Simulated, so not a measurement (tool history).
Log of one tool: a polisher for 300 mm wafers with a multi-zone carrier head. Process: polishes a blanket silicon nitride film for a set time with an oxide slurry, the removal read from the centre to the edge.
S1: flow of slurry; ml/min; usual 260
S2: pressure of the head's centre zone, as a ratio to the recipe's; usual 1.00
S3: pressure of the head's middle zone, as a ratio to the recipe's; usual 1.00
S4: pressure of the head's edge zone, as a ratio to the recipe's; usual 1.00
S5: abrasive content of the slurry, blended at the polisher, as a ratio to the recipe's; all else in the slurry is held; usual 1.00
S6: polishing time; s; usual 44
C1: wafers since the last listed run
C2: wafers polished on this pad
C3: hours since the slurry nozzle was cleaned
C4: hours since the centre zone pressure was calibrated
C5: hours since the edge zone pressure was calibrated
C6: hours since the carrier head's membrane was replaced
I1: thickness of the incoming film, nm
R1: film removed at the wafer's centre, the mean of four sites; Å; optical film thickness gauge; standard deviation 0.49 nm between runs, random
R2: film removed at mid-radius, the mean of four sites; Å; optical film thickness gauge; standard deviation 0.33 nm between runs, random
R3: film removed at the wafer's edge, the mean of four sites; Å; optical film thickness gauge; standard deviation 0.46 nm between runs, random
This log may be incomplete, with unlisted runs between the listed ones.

| run | hour | S1 | S2 | S3 | S4 | S5 | S6 | C1 | C2 | C3 | C4 | C5 | C6 | I1 | R1 | R2 | R3 |
|---|---|---|---|---|---|---|---|---|---|---|---|---|---|---|---|---|---|
| 1 | 0.0 | 260 | 1.00 | 1.00 | 1.00 | 1.00 | 44 | 0 | 2968 | 703.4 | 47.9 | 750.2 | 453.1 | 330.6 | 346 | 331 | 328 |
| 2 | 63.4 | 260 | 1.06 | 1.00 | 1.00 | 1.00 | 44 | 823 | 3791 | 766.8 | 111.3 | 813.6 | 516.5 | 334.1 | 349 | 335 | 325 |
| 3 | 107.3 | 260 | 1.06 | 1.00 | 1.00 | 1.00 | 44 | 569 | 4361 | 810.7 | 155.2 | 857.5 | 560.4 | 334.8 | 345 | 330 | 330 |
|  | 135.4 | slurry nozzle cleaned |
| 4 | 155.3 | 260 | 0.88 | 0.93 | 1.00 | 1.00 | 38 | 610 | 4971 | 19.9 | 203.2 | 905.5 | 608.4 | 327.6 | 257 | 270 | 281 |
|  | 159.8 | edge zone pressure recalibrated |
| 5 | 238.6 | 260 | 1.06 | 1.00 | 1.00 | 1.00 | 44 | 1055 | 6026 | 103.2 | 286.5 | 78.8 | 691.7 | 334.3 | 354 | 324 | 322 |
| 6 | 283.7 | 260 | 1.00 | 1.00 | 1.00 | 1.00 | 44 | 585 | 6612 | 148.3 | 331.6 | 123.9 | 736.8 | 333.7 | 322 | 322 | 322 |
| 7 | 384.8 | 260 | 1.00 | 1.00 | 1.00 | 0.75 | 30 | 1312 | 7924 | 249.4 | 432.7 | 225.0 | 837.9 | 330.0 | 190 | 183 | 176 |
|  | 401.9 | worn pad replaced by a new one |
| 8 | 479.9 | 260 | 0.89 | 1.00 | 1.03 | 1.00 | 44 | 1182 | 1012 | 344.5 | 527.8 | 320.1 | 933.0 | 333.9 | 324 | 345 | 343 |
|  | 582.8 | centre zone pressure recalibrated |
| 9 | 605.9 | 260 | 0.96 | 0.92 | 1.12 | 1.00 | 32 | 1609 | 2622 | 470.5 | 23.1 | 446.1 | 1059.0 | 331.5 | 243 | 227 | 261 |
| 10 | 708.9 | 260 | 1.00 | 1.00 | 1.05 | 1.00 | 37 | 1337 | 3959 | 573.5 | 126.1 | 549.1 | 1162.0 | 328.5 | 285 | 276 | 274 |
| 11 | 802.0 | 260 | 1.00 | 0.94 | 0.91 | 1.00 | 51 | 1208 | 5168 | 666.6 | 219.2 | 642.2 | 1255.1 | 333.2 | 395 | 357 | 361 |
| 12 | 848.7 | 215 | 0.91 | 1.00 | 1.00 | 1.00 | 44 | 606 | 5774 | 713.3 | 265.9 | 688.9 | 1301.8 | 331.2 | 299 | 320 | 317 |
|  | 912.1 | slurry nozzle cleaned |
| 13 | 925.5 | 260 | 0.92 | 0.88 | 1.00 | 0.80 | 44 | 983 | 6758 | 13.4 | 342.7 | 765.7 | 1378.6 | 333.4 | 270 | 256 | 278 |
|  | 942.9 | edge zone pressure recalibrated |
| 14 | 1000.4 | 260 | 1.00 | 1.00 | 1.00 | 1.00 | 44 | 946 | 7704 | 88.3 | 417.6 | 57.5 | 1453.5 | 331.2 | 324 | 328 | 316 |
|  | 1036.2 | carrier head's membrane replaced by a new one |
|  | 1053.5 | worn pad replaced by a new one |
| 15 | 1063.0 | 260 | 1.00 | 1.00 | 1.00 | 1.00 | 44 | 695 | 122 | 150.9 | 480.2 | 120.1 | 26.8 | 324.7 | 365 | 352 | 346 |
| 16 | 1168.3 | 260 | 1.00 | 1.00 | 1.00 | 1.00 | 44 | 1366 | 1489 | 256.2 | 585.5 | 225.4 | 132.1 | 324.8 | 345 | 337 | 331 |
|  | 1242.0 | centre zone pressure recalibrated |
| 17 | 1267.2 | 260 | 0.92 | 0.88 | 1.00 | 0.80 | 44 | 1257 | 2747 | 355.1 | 25.2 | 324.3 | 231.0 | 325.7 | 271 | 261 | 281 |
| 18 | 1342.5 | 260 | 0.96 | 1.00 | 1.00 | 1.20 | 44 | 977 | 3725 | 430.4 | 100.5 | 399.6 | 306.3 | 330.7 | 358 | 360 | 355 |
| 19 | 1446.3 | 310 | 1.06 | 1.09 | 1.00 | 1.00 | 44 | 1347 | 5072 | 534.2 | 204.3 | 503.4 | 410.1 | 330.4 | 359 | 357 | 322 |
| 20 | 1484.1 | 295 | 1.00 | 1.00 | 1.00 | 1.00 | 44 | 490 | 5563 | 572.0 | 242.1 | 541.2 | 447.9 | 336.2 | 331 | 326 | 323 |

What does the tool deliver on the next run?
| 21 | 1562.0 | 260 | 1.00 | 1.00 | 1.00 | 1.00 | 44 | 1011 | 6574 | 649.9 | 320.0 | 619.1 | 525.8 | 323.7 | ? | ? | ? |

R1: 330 Å
R2: 324 Å
R3: 313 Å
With the hidden condition absent and the run-to-run variation left alone, this run would have shown R1 368 Å, R2 361 Å, R3 349 Å.
